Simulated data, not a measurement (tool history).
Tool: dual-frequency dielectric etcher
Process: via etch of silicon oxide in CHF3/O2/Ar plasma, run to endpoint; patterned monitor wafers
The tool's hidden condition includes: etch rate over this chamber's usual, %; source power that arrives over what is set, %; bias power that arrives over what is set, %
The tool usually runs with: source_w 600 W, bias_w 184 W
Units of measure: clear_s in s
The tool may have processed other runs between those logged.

run	day	source_w	bias_w	wafers since the last listed run	hours since the last wet clean	hours since the last source power generator calibration	hours since the last bias power generator calibration	hours since the last upper electrode change	incoming incoming film thickness, nm	clear_s
1	0.000	600	163	0	115.0	1675.9	1950.3	4901.2	520.9	278.8
2	1.392	600	163	154	148.4	1709.3	1983.7	4934.6	518.7	274.7
3	2.179	600	163	87	167.3	1728.2	2002.6	4953.5	521.8	280.5
4	3.517	600	184	148	199.4	1760.3	2034.7	4985.6	520.3	265.9
5	4.917	600	184	155	233.0	1793.9	2068.3	5019.2	519.0	267.5
# day 5.729: bias power generator calibrated
6	6.175	600	184	121	263.2	1824.1	10.7	5049.4	521.0	260.7
# day 6.525: source power generator calibrated
7	6.708	600	184	40	276.0	4.4	23.5	5062.2	524.9	265.7
8	7.417	600	184	78	293.0	21.4	40.5	5079.2	519.2	262.2
9	8.575	600	215	128	320.8	49.2	68.3	5107.0	521.0	247.8
10	9.708	650	170	125	348.0	76.4	95.5	5134.2	525.1	260.8
# day 10.938: upper electrode replaced
11	10.958	540	159	27	378.0	106.4	125.5	0.5	516.4	288.0
12	11.883	600	153	102	400.2	128.6	147.7	22.7	526.3	278.7
13	12.575	690	184	76	416.8	145.2	164.3	39.3	518.4	242.5
# day 14.275: wet clean of the chamber
14	14.296	600	212	80	0.5	186.5	205.6	80.6	522.5	256.7

Expected results for the next run?
15	16.512	680	224	246	53.7	239.7	258.8	133.8	519.8	?

{"run 15": {"clear_s": 231.7}}
On a tool with no hidden condition, and with the same random variation, this run would have come out at clear_s 234.7 s.

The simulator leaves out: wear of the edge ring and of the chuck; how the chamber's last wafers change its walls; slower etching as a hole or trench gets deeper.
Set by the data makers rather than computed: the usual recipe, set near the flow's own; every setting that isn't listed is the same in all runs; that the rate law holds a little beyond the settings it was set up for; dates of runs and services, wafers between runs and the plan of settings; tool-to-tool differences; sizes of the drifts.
